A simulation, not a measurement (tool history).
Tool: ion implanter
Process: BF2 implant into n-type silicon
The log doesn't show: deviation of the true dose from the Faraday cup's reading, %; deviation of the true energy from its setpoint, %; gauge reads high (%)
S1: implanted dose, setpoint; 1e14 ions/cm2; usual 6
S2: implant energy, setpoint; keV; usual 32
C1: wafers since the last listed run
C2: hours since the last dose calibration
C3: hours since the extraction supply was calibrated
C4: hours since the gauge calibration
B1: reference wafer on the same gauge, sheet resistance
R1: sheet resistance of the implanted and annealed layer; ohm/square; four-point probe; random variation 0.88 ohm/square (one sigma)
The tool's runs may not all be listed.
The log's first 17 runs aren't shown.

run    hour    S1    S2    C1      C2      C3      C4      B1      R1
 18  1043.4  7.72    32   566   435.8   252.6   482.6  210.02   174.1
 19  1161.7     6    32  2168   554.1   370.9   600.9  209.99  201.11
 20  1206.3  4.48  27.5   817   598.7   415.5   645.5  209.95   254.7
 21  1276.2     6    22  1281   668.6   485.4   715.4  210.17  225.91
 22  1330.8   5.1  35.5  1000   723.2     540     770   209.9  219.08
 23  1372.6  7.75    38   766     765   581.8   811.8   210.1  164.49
 24  1432.2     6    32  1092   824.6   641.4   871.4  209.97   200.1
 25  1483.5  5.29  26.5   940   875.9   692.7   922.7  209.83  226.42
 26  1534.8   4.2    36   940   927.2     744     974  210.32  256.44
 27    1559  6.57    32   443   951.4   768.2   998.2  209.92  189.17
 28    1617     6    32  1063  1009.4   826.2  1056.2     210  196.75
 29    1667  7.39    32   916  1059.4   876.2  1106.2  209.98  176.47
 30  1692.4  6.94  39.5   465  1084.8   901.6  1131.6  209.97  172.03
 31  1724.2  4.76  38.5   582  1116.6   933.4  1163.4  210.23  226.23
 32  1792.9     6    32  1259  1185.3  1002.1  1232.1  209.86  196.21
 33  1819.8     6    32   493  1212.2    1029    1259  210.13  198.45
 34  1855.2     6  25.5   648  1247.6  1064.4  1294.4  210.18  213.08
 35  1882.8  7.27    32   505  1275.2    1092    1322  209.91  179.19
 36  1935.3  7.64  22.5   962  1327.7  1144.5  1374.5  209.91  200.96
 37  1989.5  6.76    32   993  1381.9  1198.7  1428.7  209.93  183.53
 38  2032.2     6    32   782  1424.6  1241.4  1471.4  210.53  197.46

Forecast each of these 3 alternatives for the next run:
  A  2032.6  4.82  32   7  1425  1241.8  1471.8   ?   ?
  B  2032.6  6.87  41   7  1425  1241.8  1471.8   ?   ?
  C  2032.6  7.06  22   7  1425  1241.8  1471.8   ?   ?

run      B1      R1
  A  210.32  231.85
  B  210.32  170.56
  C  210.32  209.53
Without the tool's hidden state the same runs would have given:
run      R1
  A  238.99
  B  174.93
  C  212.65
